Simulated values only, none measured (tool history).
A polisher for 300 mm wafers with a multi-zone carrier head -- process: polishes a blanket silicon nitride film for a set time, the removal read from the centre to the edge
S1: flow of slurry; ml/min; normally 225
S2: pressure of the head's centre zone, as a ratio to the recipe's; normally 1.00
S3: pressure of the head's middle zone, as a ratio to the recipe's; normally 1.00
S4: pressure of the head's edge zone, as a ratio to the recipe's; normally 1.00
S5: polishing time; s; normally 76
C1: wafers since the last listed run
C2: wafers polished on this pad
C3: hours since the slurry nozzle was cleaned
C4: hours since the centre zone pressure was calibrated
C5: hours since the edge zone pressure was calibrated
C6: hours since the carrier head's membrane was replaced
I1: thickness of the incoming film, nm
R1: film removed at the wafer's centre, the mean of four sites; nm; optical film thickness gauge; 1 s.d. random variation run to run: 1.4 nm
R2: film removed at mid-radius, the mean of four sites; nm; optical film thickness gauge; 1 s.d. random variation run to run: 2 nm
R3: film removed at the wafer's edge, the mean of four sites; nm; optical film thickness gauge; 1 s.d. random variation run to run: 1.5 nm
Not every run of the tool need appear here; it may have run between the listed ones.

| run | hour | S1 | S2 | S3 | S4 | S5 | C1 | C2 | C3 | C4 | C5 | C6 | I1 | R1 | R2 | R3 |
|---|---|---|---|---|---|---|---|---|---|---|---|---|---|---|---|---|
| 1 | 0.0 | 225 | 1.00 | 1.00 | 1.00 | 56 | 0 | 672 | 41.7 | 257.5 | 258.2 | 2064.9 | 725.8 | 119.2 | 120.8 | 120.8 |
| 2 | 14.4 | 225 | 1.00 | 1.00 | 1.00 | 76 | 124 | 797 | 56.1 | 271.9 | 272.6 | 2079.3 | 710.9 | 159.7 | 168.3 | 169.6 |
| 3 | 45.8 | 225 | 1.00 | 1.00 | 1.00 | 76 | 270 | 1067 | 87.5 | 303.3 | 304.0 | 2110.7 | 717.6 | 161.3 | 165.4 | 164.2 |
| 4 | 77.3 | 225 | 1.00 | 1.00 | 1.00 | 76 | 271 | 1338 | 119.0 | 334.8 | 335.5 | 2142.2 | 710.1 | 164.3 | 170.4 | 166.4 |
| 5 | 91.0 | 225 | 1.00 | 1.00 | 1.00 | 76 | 118 | 1456 | 132.7 | 348.5 | 349.2 | 2155.9 | 735.4 | 163.1 | 170.1 | 166.4 |
|  | 113.0 | carrier head's membrane replaced by a new one |
| 6 | 125.7 | 225 | 1.06 | 1.00 | 1.00 | 76 | 255 | 1712 | 167.4 | 383.2 | 383.9 | 12.7 | 721.8 | 170.3 | 165.7 | 166.9 |
|  | 130.1 | worn pad replaced by a new one |
| 7 | 145.2 | 225 | 1.00 | 1.00 | 1.00 | 76 | 133 | 130 | 186.9 | 402.7 | 403.4 | 32.2 | 720.2 | 161.4 | 166.9 | 166.6 |
| 8 | 160.2 | 275 | 1.00 | 1.12 | 0.96 | 76 | 129 | 259 | 201.9 | 417.7 | 418.4 | 47.2 | 724.5 | 167.8 | 187.1 | 166.4 |
| 9 | 183.6 | 250 | 1.00 | 1.00 | 0.90 | 76 | 201 | 460 | 225.3 | 441.1 | 441.8 | 70.6 | 724.6 | 164.2 | 169.6 | 162.6 |
| 10 | 198.1 | 225 | 1.00 | 1.00 | 1.00 | 76 | 124 | 585 | 239.8 | 455.6 | 456.3 | 85.1 | 719.5 | 161.0 | 167.4 | 163.4 |
|  | 205.0 | edge zone pressure recalibrated |
| 11 | 236.2 | 225 | 1.00 | 1.00 | 1.00 | 76 | 311 | 896 | 277.9 | 493.7 | 31.2 | 123.2 | 727.5 | 163.4 | 167.8 | 165.9 |
|  | 238.3 | slurry nozzle cleaned |
| 12 | 260.8 | 225 | 1.00 | 1.00 | 1.00 | 76 | 203 | 1100 | 22.5 | 518.3 | 55.8 | 147.8 | 720.1 | 161.6 | 165.1 | 167.7 |
|  | 268.8 | centre zone pressure recalibrated |
| 13 | 294.0 | 185 | 0.97 | 1.00 | 1.05 | 90 | 268 | 1369 | 55.7 | 25.2 | 89.0 | 181.0 | 735.5 | 183.9 | 189.5 | 195.6 |
|  | 318.0 | worn pad replaced by a new one |
| 14 | 318.5 | 195 | 0.96 | 1.00 | 1.00 | 76 | 176 | 4 | 80.2 | 49.7 | 113.5 | 205.5 | 716.7 | 153.9 | 162.9 | 161.5 |
| 15 | 334.3 | 175 | 0.93 | 1.00 | 1.00 | 76 | 136 | 140 | 96.0 | 65.5 | 129.3 | 221.3 | 716.6 | 146.1 | 158.2 | 158.5 |
| 16 | 364.7 | 225 | 1.00 | 1.00 | 1.05 | 86 | 261 | 402 | 126.4 | 95.9 | 159.7 | 251.7 | 722.5 | 183.0 | 187.1 | 189.4 |
| 17 | 399.4 | 200 | 1.00 | 0.93 | 0.94 | 76 | 298 | 701 | 161.1 | 130.6 | 194.4 | 286.4 | 719.5 | 159.1 | 152.4 | 159.7 |
| 18 | 423.6 | 225 | 1.00 | 1.00 | 1.00 | 76 | 208 | 910 | 185.3 | 154.8 | 218.6 | 310.6 | 719.0 | 161.5 | 165.7 | 166.7 |
| 19 | 439.7 | 225 | 1.00 | 1.00 | 1.12 | 76 | 138 | 1048 | 201.4 | 170.9 | 234.7 | 326.7 | 721.8 | 159.5 | 169.6 | 176.0 |
|  | 495.3 | slurry nozzle cleaned |
|  | 525.2 | worn pad replaced by a new one |
| 20 | 538.5 | 225 | 0.97 | 1.00 | 1.00 | 76 | 808 | 114 | 43.2 | 269.7 | 333.5 | 425.5 | 708.3 | 158.5 | 165.2 | 162.7 |
| 21 | 571.7 | 225 | 1.00 | 1.00 | 1.00 | 56 | 286 | 400 | 76.4 | 302.9 | 366.7 | 458.7 | 730.4 | 119.0 | 121.7 | 121.8 |
| 22 | 607.1 | 225 | 1.00 | 1.00 | 1.00 | 76 | 305 | 705 | 111.8 | 338.3 | 402.1 | 494.1 | 731.4 | 163.5 | 163.2 | 166.8 |
|  | 618.2 | edge zone pressure recalibrated |
| 23 | 620.3 | 225 | 1.00 | 1.00 | 0.93 | 76 | 96 | 802 | 125.0 | 351.5 | 2.1 | 507.3 | 723.5 | 160.9 | 163.3 | 157.8 |

Take each entry between the runs: how does the hidden state at the last listed run before it differ from the hidden state at the first listed run after it?
Logged between run 5 and run 6: carrier head's membrane replaced by a new one (hour 113.0)
  the hidden state is the same at both runs
Logged between run 6 and run 7: worn pad replaced by a new one (hour 130.1)
  the hidden state is the same at both runs
Logged between run 10 and run 11: edge zone pressure recalibrated (hour 205.0)
  the hidden state is the same at both runs
Logged between run 11 and run 12: slurry nozzle cleaned (hour 238.3)
  the hidden state is the same at both runs
Logged between run 12 and run 13: centre zone pressure recalibrated (hour 268.8)
  the hidden state is the same at both runs
Logged between run 13 and run 14: worn pad replaced by a new one (hour 318.0)
  the hidden state is the same at both runs
Logged between run 19 and run 20: slurry nozzle cleaned (hour 495.3); worn pad replaced by a new one (hour 525.2)
  the hidden state is the same at both runs
Logged between run 22 and run 23: edge zone pressure recalibrated (hour 618.2)
  the hidden state is the same at both runs

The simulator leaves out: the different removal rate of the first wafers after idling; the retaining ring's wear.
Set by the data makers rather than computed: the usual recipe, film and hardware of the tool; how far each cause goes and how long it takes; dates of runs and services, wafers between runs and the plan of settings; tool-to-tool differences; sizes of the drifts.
